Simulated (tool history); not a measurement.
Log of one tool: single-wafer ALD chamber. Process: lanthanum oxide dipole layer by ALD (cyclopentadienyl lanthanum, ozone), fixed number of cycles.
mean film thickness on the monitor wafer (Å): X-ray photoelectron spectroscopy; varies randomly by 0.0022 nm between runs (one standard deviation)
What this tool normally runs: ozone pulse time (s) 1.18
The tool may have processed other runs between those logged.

| run | day | ozone pulse time (s) | wafers since the last listed run | hours since the last thermocouple change | hours since the last ozone generator service | hours since the showerhead was replaced | hours since the gauge calibration | read-back reference wafer on the same gauge, thickness_nm | mean film thickness on the monitor wafer (Å) |
|---|---|---|---|---|---|---|---|---|---|
| 1 | 0.000 | 1.18 | 0 | 1738.5 | 1284.9 | 4619.7 | 969.1 | 0.475 | 4.83 |
| 2 | 3.779 | 1.18 | 1113 | 1829.2 | 1375.6 | 4710.4 | 1059.8 | 0.475 | 4.87 |
| 3 | 7.550 | 1.18 | 1111 | 1919.7 | 1466.1 | 4800.9 | 1150.3 | 0.475 | 4.81 |
| 4 | 9.592 | 1.18 | 601 | 1968.7 | 1515.1 | 4849.9 | 1199.3 | 0.476 | 4.81 |
| 5 | 11.183 | 1.18 | 469 | 2006.9 | 1553.3 | 4888.1 | 1237.5 | 0.475 | 4.87 |
| 6 | 15.642 | 1.30 | 1314 | 2113.9 | 1660.3 | 4995.1 | 1344.5 | 0.475 | 4.92 |
|  | 16.950 | ozone generator serviced |
| 7 | 18.762 | 1.18 | 821 | 2188.8 | 43.5 | 5070.0 | 1419.4 | 0.475 | 5.12 |
| 8 | 23.112 | 1.18 | 1282 | 2293.2 | 147.9 | 5174.4 | 1523.8 | 0.475 | 5.05 |
|  | 26.379 | gauge calibrated |
| 9 | 27.342 | 1.18 | 1246 | 2394.7 | 249.4 | 5275.9 | 23.1 | 0.475 | 5.05 |
|  | 28.742 | thermocouple changed; heater temperature recalibrated |
| 10 | 30.858 | 0.71 | 938 | 50.8 | 333.8 | 5360.3 | 107.5 | 0.475 | 4.43 |
| 11 | 34.650 | 1.53 | 1117 | 141.8 | 424.8 | 5451.3 | 198.5 | 0.475 | 5.28 |
| 12 | 39.112 | 1.03 | 1315 | 248.9 | 531.9 | 5558.4 | 305.6 | 0.475 | 4.75 |
|  | 41.679 | showerhead replaced |
| 13 | 43.312 | 1.18 | 1139 | 349.7 | 632.7 | 39.2 | 406.4 | 0.475 | 4.98 |
| 14 | 45.167 | 1.52 | 546 | 394.2 | 677.2 | 83.7 | 450.9 | 0.475 | 5.20 |
| 15 | 47.271 | 1.18 | 620 | 444.7 | 727.7 | 134.2 | 501.4 | 0.475 | 4.91 |
| 16 | 49.283 | 0.76 | 593 | 493.0 | 776.0 | 182.5 | 549.7 | 0.475 | 4.35 |
| 17 | 51.162 | 1.60 | 553 | 538.1 | 821.1 | 227.6 | 594.8 | 0.475 | 5.21 |
| 18 | 54.038 | 1.03 | 847 | 607.1 | 890.1 | 296.6 | 663.8 | 0.475 | 4.67 |

Forecast each of these 4 alternatives for the next run:
| A | 54.054 | 1.18 | 4 | 607.5 | 890.5 | 297.0 | 664.2 | ? | ? |
| B | 54.054 | 1.42 | 4 | 607.5 | 890.5 | 297.0 | 664.2 | ? | ? |
| C | 54.054 | 0.96 | 4 | 607.5 | 890.5 | 297.0 | 664.2 | ? | ? |
| D | 54.054 | 1.39 | 4 | 607.5 | 890.5 | 297.0 | 664.2 | ? | ? |

| run | read-back reference wafer on the same gauge, thickness_nm | mean film thickness on the monitor wafer (Å) |
|---|---|---|
| A | 0.475 | 4.89 |
| B | 0.475 | 5.10 |
| C | 0.475 | 4.63 |
| D | 0.475 | 5.08 |
Without the tool's unlogged condition, the same runs would have read:
| run | mean film thickness on the monitor wafer (Å) |
|---|---|
| A | 5.20 |
| B | 5.36 |
| C | 4.99 |
| D | 5.34 |
